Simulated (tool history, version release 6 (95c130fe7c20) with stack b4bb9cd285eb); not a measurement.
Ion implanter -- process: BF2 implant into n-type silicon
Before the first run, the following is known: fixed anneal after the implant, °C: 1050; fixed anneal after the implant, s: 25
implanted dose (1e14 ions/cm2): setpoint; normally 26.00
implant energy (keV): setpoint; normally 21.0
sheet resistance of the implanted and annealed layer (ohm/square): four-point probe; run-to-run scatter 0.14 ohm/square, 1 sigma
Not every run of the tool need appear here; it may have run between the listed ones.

run     day  implanted dose (1e14 ions/cm2)  implant energy (keV)  read-back reference wafer on the same gauge, sheet resistance  sheet resistance of the implanted and annealed layer (ohm/square)
  1   0.000                           26.00                  21.0                                                          91.62                                                              94.39
  2   2.604                           26.00                  21.0                                                          91.57                                                              93.87
  3   5.733                           26.00                  21.0                                                          91.58                                                              94.22
  4  10.971                           26.00                  21.0                                                          91.64                                                              94.02
  5  15.262                           26.00                  21.0                                                          91.61                                                              93.62
     17.383  -- gauge calibrated
  6  18.350                           26.00                  26.0                                                          91.69                                                              87.73
  7  20.008                           26.00                  26.0                                                          91.60                                                              87.83
  8  22.421                           26.00                  26.0                                                          91.60                                                              87.72
     22.908  -- Faraday cup replaced and dose calibrated
  9  26.388                           28.81                  16.5                                                          91.66                                                              98.89
 10  28.100                           19.76                  27.5                                                          91.55                                                              90.62
 11  29.979                           22.10                  15.0                                                          91.66                                                             105.71
 12  33.638                           20.21                  23.5                                                          91.60                                                              94.69
     35.512  -- extraction supply calibrated
 13  37.979                           18.28                  21.0                                                          91.61                                                             100.40
 14  41.162                           28.86                  16.5                                                          91.56                                                              98.79
 15  44.446                           18.28                  21.0                                                          91.55                                                             100.08
     44.862  -- gauge calibrated
 16  48.196                           26.00                  24.5                                                          91.62                                                              89.17

Each row is a separate what-if for the run after 16, all from the same tool condition, not one after another. Results?
  A  48.212                           26.00                  21.0                                                              ?                                                                  ?
  B  48.212                           31.81                  16.0                                                              ?                                                                  ?
  C  48.212                           20.38                  21.0                                                              ?                                                                  ?

run  read-back reference wafer on the same gauge, sheet resistance  sheet resistance of the implanted and annealed layer (ohm/square)
  A                                                          91.68                                                              93.51
  B                                                          91.68                                                              98.12
  C                                                          91.68                                                              97.38
Stripped of hidden state, with their random variation kept, the same runs would have yielded:
run  sheet resistance of the implanted and annealed layer (ohm/square)
  A                                                              93.98
  B                                                              98.48
  C                                                              98.15
